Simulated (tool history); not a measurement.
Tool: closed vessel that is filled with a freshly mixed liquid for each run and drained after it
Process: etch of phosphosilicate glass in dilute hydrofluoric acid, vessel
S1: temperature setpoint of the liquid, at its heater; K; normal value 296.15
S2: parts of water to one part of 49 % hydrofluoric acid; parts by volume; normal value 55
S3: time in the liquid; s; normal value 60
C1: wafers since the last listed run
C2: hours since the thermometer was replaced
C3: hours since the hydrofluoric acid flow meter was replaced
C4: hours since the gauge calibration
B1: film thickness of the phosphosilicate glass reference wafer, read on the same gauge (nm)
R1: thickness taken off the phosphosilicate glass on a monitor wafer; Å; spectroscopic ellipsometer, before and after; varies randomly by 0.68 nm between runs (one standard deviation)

run,hour,S1,S2,S3,C1,C2,C3,C4,B1,R1
1,0,296.15,55,60,0,2751.5,496.4,114.6,140.02,953.1
2,15.4,296.15,55,60,1456,2766.9,511.8,130,139.97,944.5
3,27.2,296.15,55,60,1116,2778.7,523.6,141.8,140,946
4,43.2,296.15,55,60,1513,2794.7,539.6,157.8,139.99,938.8
5,55.2,296.15,55,60,1134,2806.7,551.6,169.8,140.05,941.3
6,63.1,296.15,55,60,747,2814.6,559.5,177.7,140.01,936.4
7,78.7,296.15,55,60,1475,2830.2,575.1,193.3,139.97,943
8,94.4,296.15,55,60,1484,2845.9,590.8,209,139.97,926.4
9,102.6,296.15,55,60,775,2854.1,599,217.2,140.03,929.4
10,109.3,296.15,55,60,633,2860.8,605.7,223.9,139.95,922.4
# hour 126.8: hydrofluoric acid flow meter replaced
11,127.3,296.15,55,30,1607,2878.8,0.5,241.9,140.05,532.6
12,139.2,296.15,80,90,1125,2890.7,12.4,253.8,140,1061.8

Run 13, settings as shown, results not yet in. Your forecast:
13,149,296.15,25,90,926,2900.5,22.2,263.6,?,?

B1: 140.02
R1: 3611.5 Å
With no hidden state in the tool, this same run would have given R1 3635.4 Å.
